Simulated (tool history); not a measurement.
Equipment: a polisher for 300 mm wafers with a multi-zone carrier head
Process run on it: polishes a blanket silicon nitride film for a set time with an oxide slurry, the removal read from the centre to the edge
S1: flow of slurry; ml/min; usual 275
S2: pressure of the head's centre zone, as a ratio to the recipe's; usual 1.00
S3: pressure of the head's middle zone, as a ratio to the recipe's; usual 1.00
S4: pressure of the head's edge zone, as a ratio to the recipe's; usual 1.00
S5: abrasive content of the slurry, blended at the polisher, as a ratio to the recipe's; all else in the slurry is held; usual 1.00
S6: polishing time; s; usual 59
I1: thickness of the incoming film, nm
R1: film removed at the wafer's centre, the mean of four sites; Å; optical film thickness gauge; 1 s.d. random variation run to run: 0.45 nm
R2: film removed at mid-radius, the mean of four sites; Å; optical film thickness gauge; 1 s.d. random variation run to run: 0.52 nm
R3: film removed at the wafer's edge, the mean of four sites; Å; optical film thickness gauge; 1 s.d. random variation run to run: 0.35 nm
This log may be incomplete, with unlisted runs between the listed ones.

| run | hour | S1 | S2 | S3 | S4 | S5 | S6 | I1 | R1 | R2 | R3 |
|---|---|---|---|---|---|---|---|---|---|---|---|
| 1 | 0.0 | 370 | 1.00 | 0.90 | 1.00 | 1.00 | 59 | 488.7 | 306 | 316 | 343 |
| 2 | 50.5 | 315 | 0.92 | 1.00 | 1.00 | 1.00 | 45 | 493.3 | 205 | 258 | 253 |
|  | 84.2 | edge zone pressure recalibrated |
| 3 | 97.5 | 275 | 1.00 | 1.00 | 1.00 | 1.00 | 59 | 494.2 | 286 | 328 | 323 |
| 4 | 143.5 | 275 | 1.09 | 1.00 | 1.00 | 1.00 | 59 | 495.9 | 310 | 326 | 325 |
| 5 | 172.9 | 275 | 1.00 | 1.06 | 1.06 | 1.00 | 59 | 489.9 | 280 | 336 | 329 |
| 6 | 237.1 | 275 | 1.12 | 1.00 | 0.91 | 1.00 | 59 | 489.8 | 318 | 324 | 304 |
|  | 244.4 | centre zone pressure recalibrated |
|  | 260.2 | slurry nozzle cleaned |
| 7 | 305.0 | 275 | 1.10 | 1.00 | 0.95 | 0.75 | 59 | 499.4 | 315 | 292 | 275 |
| 8 | 351.0 | 275 | 1.00 | 1.00 | 1.00 | 1.00 | 59 | 492.0 | 344 | 351 | 343 |
| 9 | 412.7 | 275 | 1.11 | 1.00 | 1.10 | 1.30 | 65 | 484.9 | 463 | 438 | 455 |
|  | 426.1 | worn pad replaced by a new one |
| 10 | 477.7 | 305 | 1.00 | 1.00 | 1.00 | 1.00 | 59 | 482.9 | 336 | 357 | 340 |
| 11 | 527.3 | 275 | 1.00 | 1.08 | 1.05 | 1.00 | 59 | 496.5 | 323 | 373 | 353 |
| 12 | 552.2 | 275 | 1.00 | 1.00 | 1.00 | 1.00 | 43 | 499.8 | 235 | 249 | 246 |
| 13 | 583.6 | 275 | 1.00 | 1.00 | 1.00 | 1.00 | 59 | 486.4 | 324 | 347 | 337 |
| 14 | 645.9 | 275 | 1.00 | 1.00 | 1.00 | 1.00 | 59 | 481.4 | 315 | 334 | 334 |
| 15 | 682.9 | 345 | 0.93 | 1.06 | 0.93 | 1.00 | 59 | 483.5 | 300 | 359 | 337 |
|  | 729.5 | edge zone pressure recalibrated |
| 16 | 735.2 | 275 | 1.00 | 1.00 | 1.00 | 1.00 | 59 | 497.8 | 309 | 342 | 331 |
| 17 | 776.3 | 275 | 1.11 | 1.00 | 0.94 | 0.75 | 74 | 483.6 | 358 | 341 | 339 |
| 18 | 815.7 | 275 | 1.00 | 1.00 | 1.00 | 1.00 | 59 | 493.2 | 302 | 336 | 328 |
| 19 | 879.4 | 275 | 1.00 | 1.10 | 0.97 | 1.20 | 68 | 484.2 | 378 | 442 | 410 |
| 20 | 905.7 | 355 | 1.03 | 1.00 | 0.92 | 1.00 | 70 | 483.9 | 385 | 416 | 379 |
| 21 | 935.9 | 230 | 1.00 | 1.00 | 1.00 | 1.00 | 59 | 487.8 | 283 | 314 | 314 |

4 ways to go on from here, each from the tool as it stands after run 21. What would each give?
| A | 936.3 | 320 | 1.00 | 1.00 | 1.00 | 1.00 | 59 | 482.5 | ? | ? | ? |
| B | 936.3 | 325 | 1.00 | 1.00 | 1.00 | 1.00 | 59 | 482.5 | ? | ? | ? |
| C | 936.3 | 205 | 1.00 | 0.90 | 0.90 | 0.70 | 59 | 482.5 | ? | ? | ? |
| D | 936.3 | 365 | 0.97 | 1.00 | 1.00 | 1.00 | 59 | 482.5 | ? | ? | ? |

| run | R1 | R2 | R3 |
|---|---|---|---|
| A | 306 | 345 | 326 |
| B | 307 | 346 | 327 |
| C | 220 | 232 | 232 |
| D | 303 | 352 | 331 |
With the hidden condition removed and each run's random variation left untouched, the same runs would have given:
| run | R1 | R2 | R3 |
|---|---|---|---|
| A | 366 | 365 | 340 |
| B | 366 | 365 | 340 |
| C | 273 | 253 | 247 |
| D | 359 | 369 | 343 |
